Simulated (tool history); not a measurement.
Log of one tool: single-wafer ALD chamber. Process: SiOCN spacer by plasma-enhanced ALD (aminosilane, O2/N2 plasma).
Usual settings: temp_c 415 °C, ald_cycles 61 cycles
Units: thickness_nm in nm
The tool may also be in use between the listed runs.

run,day,temp_c,ald_cycles,"read-back reference wafer on the same gauge, thickness_nm",thickness_nm
1,0.000,415,67,3.819,4.098
2,3.867,415,67,3.819,4.121
3,4.383,415,67,3.822,4.104
4,5.267,423,58,3.817,3.432
5,6.379,423,58,3.821,3.448
6,7.458,423,58,3.822,3.438
7,8.921,415,61,3.822,3.727
8,10.362,415,61,3.821,3.729
9,11.438,415,58,3.823,3.554
10,12.604,415,58,3.819,3.558
11,13.425,415,58,3.818,3.541
12,14.129,420,53,3.817,3.164
# day 14.983: thermocouple changed; heater temperature recalibrated
13,15.004,415,61,3.815,3.710
14,15.292,415,61,3.822,3.735
15,16.521,410,56,3.815,3.477
16,17.354,415,55,3.819,3.353
17,18.788,415,55,3.820,3.380
18,19.558,415,55,3.823,3.362
19,20.088,420,61,3.822,3.647
20,20.846,420,61,3.813,3.637
21,21.842,425,56,3.817,3.323
22,23.283,430,69,3.820,3.997
# day 23.371: gauge calibrated
23,24.171,415,68,3.828,4.148
24,25.225,415,61,3.823,3.732
25,26.054,429,54,3.820,3.133
26,27.054,419,50,3.818,2.997
27,27.858,415,61,3.821,3.723
28,31.138,402,68,3.820,4.314
29,32.121,407,68,3.818,4.271
30,33.350,404,71,3.821,4.470
31,34.167,410,53,3.824,3.295
32,35.162,415,61,3.822,3.718
33,36.033,421,68,3.822,4.101
34,37.379,404,55,3.817,3.493
35,40.929,415,72,3.819,4.355
36,41.742,408,56,3.822,3.503
37,43.046,415,61,3.819,3.732
38,44.117,415,66,3.817,4.031
39,45.267,401,65,3.817,4.141
40,46.646,415,53,3.815,3.233
41,49.367,415,61,3.824,3.713

Forecast each of these 4 alternatives for the next run:
A,49.388,415,61,?,?
B,49.388,429,61,?,?
C,49.388,407,67,?,?
D,49.388,415,71,?,?

run,"read-back reference wafer on the same gauge, thickness_nm",thickness_nm
A,3.811,3.729
B,3.811,3.552
C,3.811,4.207
D,3.811,4.341
Without the tool's hidden state the same runs would have given:
run,thickness_nm
A,3.729
B,3.552
C,4.207
D,4.341
